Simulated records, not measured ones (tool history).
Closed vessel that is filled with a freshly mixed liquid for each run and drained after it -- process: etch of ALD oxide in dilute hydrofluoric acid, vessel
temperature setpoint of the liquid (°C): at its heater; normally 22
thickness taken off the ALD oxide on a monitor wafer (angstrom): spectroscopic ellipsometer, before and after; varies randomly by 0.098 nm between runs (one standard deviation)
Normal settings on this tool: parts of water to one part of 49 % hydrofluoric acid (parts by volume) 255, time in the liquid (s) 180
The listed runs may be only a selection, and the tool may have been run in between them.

run,day,temperature setpoint of the liquid (°C),parts of water to one part of 49 % hydrofluoric acid (parts by volume),time in the liquid (s),"read-back film thickness of the ALD oxide reference wafer, read on the same gauge (nm)",thickness taken off the ALD oxide on a monitor wafer (angstrom)
1,0,22,255,180,110,159.1
2,0.783,22,255,180,110,159.8
3,1.883,22,185,180,109.98,234.5
4,2.767,22,185,180,109.99,232.1
5,3.279,22,185,180,109.98,234.5
6,4.233,22,255,180,109.99,157.4
7,5.554,22,255,180,109.97,157.1
8,6.1,22,255,180,109.98,157.7
9,7.146,22,255,180,109.96,155.5
10,8.5,22,255,180,109.98,156.7
11,9.346,19,255,180,109.95,140.2
# day 10.438: gauge calibrated
12,10.838,19,255,180,110.02,140.8
# day 10.912: hydrofluoric acid flow meter replaced
# day 11.375: thermometer replaced
13,11.746,22,205,180,110.03,194.4
14,13.071,22,255,180,109.99,148.9
15,14.046,22,255,145,109.98,120.2
16,14.771,22,255,235,110.01,195.2
17,15.462,22,255,220,110.02,183
18,16.371,22,305,180,109.98,119.1
19,17.15,22,205,180,110,195.6
# day 17.554: thermometer replaced, repeated, since the last time left the tool worse
20,17.742,22,255,135,110.02,125.4
21,18.271,22,255,180,110.01,166
22,20.042,17.5,290,270,110.01,178.4
23,21.354,22,255,180,109.97,165.8
24,22.108,22,255,180,110.07,167.2
25,23.383,22,310,105,109.96,75.4
26,24.638,25,145,150,110.01,303
27,25.904,22,195,180,110.03,229.6
28,26.871,25.5,190,180,109.97,272
29,28.117,22,255,180,110,164.5
30,29.388,22,255,180,110,163.9
31,30.096,20,175,180,109.97,241.1
32,31.112,18,195,245,110,264.3

What if the next run were any one of these 4? Each begins from the tool's condition after run 32:
A,31.142,22,255,180,?,?
B,31.142,19,155,265,?,?
C,31.142,26,320,180,?,?
D,31.142,25,155,180,?,?

run,"read-back film thickness of the ALD oxide reference wafer, read on the same gauge (nm)",thickness taken off the ALD oxide on a monitor wafer (angstrom)
A,109.98,164.2
B,109.98,390.3
C,109.98,141.5
D,109.98,335.4
Had the tool no hidden state, the same runs would have come out as:
run,thickness taken off the ALD oxide on a monitor wafer (angstrom)
A,168.9
B,402.7
C,145.3
D,345.4
